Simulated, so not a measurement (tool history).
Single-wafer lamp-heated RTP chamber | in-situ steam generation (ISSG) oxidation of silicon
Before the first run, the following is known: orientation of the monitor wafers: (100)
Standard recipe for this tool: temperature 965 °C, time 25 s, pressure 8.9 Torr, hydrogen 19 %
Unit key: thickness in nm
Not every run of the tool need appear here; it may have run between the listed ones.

run	hour	temperature	time	pressure	hydrogen	wafers since the last listed run	wafers since the last pyrometer calibration	hours since the pressure gauge was zeroed	hours since the hydrogen flow controller was replaced	hours since the gauge calibration	read-back reference wafer on the same gauge, thickness	thickness
1	0.0	965	25	8.9	19	0	1313	695.5	1385.9	288.8	4.740	5.065
2	57.8	965	32	8.9	19	1221	2535	753.3	1443.7	346.6	4.738	5.710
3	82.7	976	25	8.9	19	526	3061	778.2	1468.6	371.5	4.738	5.329
4	115.0	976	25	8.9	19	682	3744	810.5	1500.9	403.8	4.738	5.375
5	142.4	976	25	8.9	19	579	4323	837.9	1528.3	431.2	4.739	5.405
# hour 164.0: pyrometer window cleaned and pyrometer calibrated
6	180.2	965	25	8.9	19	629	342	875.7	1566.1	469.0	4.736	4.992
7	240.3	965	25	8.9	19	1270	1612	935.8	1626.2	529.1	4.742	5.059
8	287.7	965	25	8.9	19	1001	2614	983.2	1673.6	576.5	4.736	5.071
9	346.3	965	25	8.9	25	1238	3853	1041.8	1732.2	635.1	4.740	5.447
10	411.5	965	25	8.9	25	1378	5231	1107.0	1797.4	700.3	4.739	5.500
# hour 431.5: pyrometer window cleaned and pyrometer calibrated
11	458.2	965	25	8.9	25	818	563	1153.7	1844.1	747.0	4.740	5.389
12	513.0	956	25	8.9	19	1158	1721	1208.5	1898.9	801.8	4.736	4.935
# hour 533.2: hydrogen flow controller replaced
13	539.8	965	25	8.9	16	397	2119	1235.3	6.6	828.6	4.739	4.901
14	576.3	965	25	8.9	16	771	2890	1271.8	43.1	865.1	4.744	4.964
15	600.8	965	25	8.9	19	517	3408	1296.3	67.6	889.6	4.741	5.143
16	633.0	965	25	9.5	24	680	4089	1328.5	99.8	921.8	4.740	5.403
17	670.8	945	25	9.8	19	799	4888	1366.3	137.6	959.6	4.743	4.787
# hour 702.7: pyrometer window cleaned and pyrometer calibrated
18	710.1	953	31	8.9	25	661	156	1405.6	176.9	998.9	4.739	5.616
# hour 814.4: gauge calibrated
19	856.4	965	25	8.0	22	3092	3249	1551.9	323.2	42.0	4.736	5.291
20	908.3	980	29	8.9	23	1097	4346	1603.8	375.1	93.9	4.736	6.058
21	943.9	981	25	8.9	11	752	5098	1639.4	410.7	129.5	4.739	4.914
# hour 997.1: pyrometer window cleaned and pyrometer calibrated
22	1011.4	965	25	9.4	14	1257	302	1706.9	478.2	197.0	4.741	4.692
# hour 1036.6: pressure gauge zeroed
23	1066.8	954	17	9.8	23	1001	1304	30.2	533.6	252.4	4.746	4.259
24	1094.4	965	25	8.9	19	583	1888	57.8	561.2	280.0	4.741	5.067
25	1143.8	953	33	10.0	19	1044	2932	107.2	610.6	329.4	4.744	5.478
26	1185.1	965	25	7.8	19	872	3805	148.5	651.9	370.7	4.741	5.162
# hour 1220.5: pyrometer window cleaned and pyrometer calibrated
27	1221.0	965	25	8.9	11	589	9	184.4	687.8	406.6	4.743	4.474
28	1270.7	965	29	7.9	12	1050	1060	234.1	737.5	456.3	4.742	4.935
29	1310.6	965	25	8.9	19	843	1903	274.0	777.4	496.2	4.740	5.083

Run by run, hidden condition taken away, random variation retained:
Unlogged tool condition in this case: true wafer temperature minus pyrometer reading, K; true pressure minus gauge reading, Torr; deviation of the hydrogen flow from its setpoint, %; gauge reads high (%).
run	thickness
1	4.989
2	5.571
3	5.180
4	5.200
5	5.208
6	4.973
7	4.998
8	4.978
9	5.302
10	5.305
11	5.320
12	4.841
13	4.785
14	4.822
15	4.978
16	5.205
17	4.609
18	5.609
19	5.180
20	5.866
21	4.739
22	4.654
23	4.204
24	4.968
25	5.333
26	4.997
27	4.458
28	4.883
29	5.004
